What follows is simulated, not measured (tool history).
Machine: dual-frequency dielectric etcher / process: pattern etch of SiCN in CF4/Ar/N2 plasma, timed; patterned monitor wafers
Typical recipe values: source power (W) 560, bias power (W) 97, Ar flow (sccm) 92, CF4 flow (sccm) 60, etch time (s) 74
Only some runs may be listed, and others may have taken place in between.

run   hour  source power (W)  bias power (W)  Ar flow (sccm)  CF4 flow (sccm)  etch time (s)  wafers since the last listed run  hours since the last wet clean  hours since the last source power generator calibration  hours since the last bias power generator calibration  hours since the last Ar flow controller change  hours since the last CF4 flow controller change  hours since the last upper electrode change  hours since the gauge calibration  read-back reference wafer on the same gauge, depth_nm  mean etch depth across the wafer (nm)
  1      0               560              97              92               60             74                                 0                             0.5                                                      8.7                                                   70.1                                            54.3                                           3182.3                                        155.8                               58.6                                                   93.6                                     84
  2    0.3               560              97              92               60             74                                 2                             0.8                                                        9                                                   70.4                                            54.6                                           3182.6                                        156.1                               58.9                                                   93.7                                   83.7
  3    7.9               560              97             112               60             74                                66                             8.4                                                     16.6                                                     78                                            62.2                                           3190.2                                        163.7                               66.5                                                   93.7                                   80.5
  4   18.7               560              97              92               60             74                                94                            19.2                                                     27.4                                                   88.8                                              73                                             3201                                        174.5                               77.3                                                   93.7                                   83.8
  5   32.8               560              80             109               60             92                               123                            33.3                                                     41.5                                                  102.9                                            87.1                                           3215.1                                        188.6                               91.4                                                   93.7                                   93.6
  6   44.4               560              97              92               60             74                               101                            44.9                                                     53.1                                                  114.5                                            98.7                                           3226.7                                        200.2                                103                                                   93.7                                     84
  7   51.7               640             117              92               74             55                                63                            52.2                                                     60.4                                                  121.8                                             106                                             3234                                        207.5                              110.3                                                   93.7                                   78.3
  8   64.7               560              97              92               67           66.5                               113                            65.2                                                     73.4                                                  134.8                                             119                                             3247                                        220.5                              123.3                                                   93.7                                   76.1
  9   76.8               480              97              84               49             90                               106                            77.3                                                     85.5                                                  146.9                                           131.1                                           3259.1                                        232.6                              135.4                                                   93.7                                   86.1
        93  -- CF4 flow controller replaced
 10   93.5               560             118              92               60             74                                93                              94                                                    102.2                                                  163.6                                           147.8                                              0.5                                        249.3                              152.1                                                   93.7                                   90.3
 11  101.3               560              97              92               60             82                                68                           101.8                                                      110                                                  171.4                                           155.6                                              8.3                                        257.1                              159.9                                                   93.8                                   92.7
 12  116.7               560              97              92               60             74                               134                           117.2                                                    125.4                                                  186.8                                             171                                             23.7                                        272.5                              175.3                                                   93.7                                   83.8
 13  132.5               560              86              92               60             74                               138                             133                                                    141.2                                                  202.6                                           186.8                                             39.5                                        288.3                              191.1                                                   93.7                                   79.4
 14  161.1               630              97              92               60           94.5                               250                           161.6                                                    169.8                                                  231.2                                           215.4                                             68.1                                        316.9                              219.7                                                   93.7                                  120.6
 15  167.4               560              91              77               60             74                                55                           167.9                                                    176.1                                                  237.5                                           221.7                                             74.4                                        323.2                                226                                                   93.7                                   84.8
 16  176.1               560              97              92               45             74                                76                           176.6                                                    184.8                                                  246.2                                           230.4                                             83.1                                        331.9                              234.7                                                   93.6                                   81.1
 17  188.2               560              86              92               51           90.5                               106                           188.7                                                    196.9                                                  258.3                                           242.5                                             95.2                                          344                              246.8                                                   93.8                                   95.7
 18  206.1               460              97             114               74           93.5                               156                           206.6                                                    214.8                                                  276.2                                           260.4                                            113.1                                        361.9                              264.7                                                   93.6                                   84.2
 19  221.4               700              97              92               60           56.5                               134                           221.9                                                    230.1                                                  291.5                                           275.7                                            128.4                                        377.2                                280                                                   93.7                                   80.6
 20  229.6               560              97              77               60             74                                71                           230.1                                                    238.3                                                  299.7                                           283.9                                            136.6                                        385.4                              288.2                                                   93.7                                     87
 21  246.4               560              74              92               60           63.5                               147                           246.9                                                    255.1                                                  316.5                                           300.7                                            153.4                                        402.2                                305                                                   93.8                                   65.1
 22  257.2               560              97              74               72             74                                94                           257.7                                                    265.9                                                  327.3                                           311.5                                            164.2                                          413                              315.8                                                   93.7                                   89.2

Here are 4 independent what-if runs from the current tool condition. What would each one return?
  A  257.6               560              97              92               60             74                                 3                           258.1                                                    266.3                                                  327.7                                           311.9                                            164.6                                        413.4                              316.2                                                      ?                                      ?
  B  257.6               490             109              92               68             74                                 3                           258.1                                                    266.3                                                  327.7                                           311.9                                            164.6                                        413.4                              316.2                                                      ?                                      ?
  C  257.6               430              97              92               46             74                                 3                           258.1                                                    266.3                                                  327.7                                           311.9                                            164.6                                        413.4                              316.2                                                      ?                                      ?
  D  257.6               560              97              74               60             74                                 3                           258.1                                                    266.3                                                  327.7                                           311.9                                            164.6                                        413.4                              316.2                                                      ?                                      ?

run  read-back reference wafer on the same gauge, depth_nm  mean etch depth across the wafer (nm)
  A                                                   93.7                                   83.5
  B                                                   93.7                                   76.8
  C                                                   93.7                                   61.2
  D                                                   93.7                                   87.2
Take away the tool's hidden state, keep each run's random variation, and the runs would have read:
run  mean etch depth across the wafer (nm)
  A                                   83.5
  B                                   76.8
  C                                   61.2
  D                                   87.2
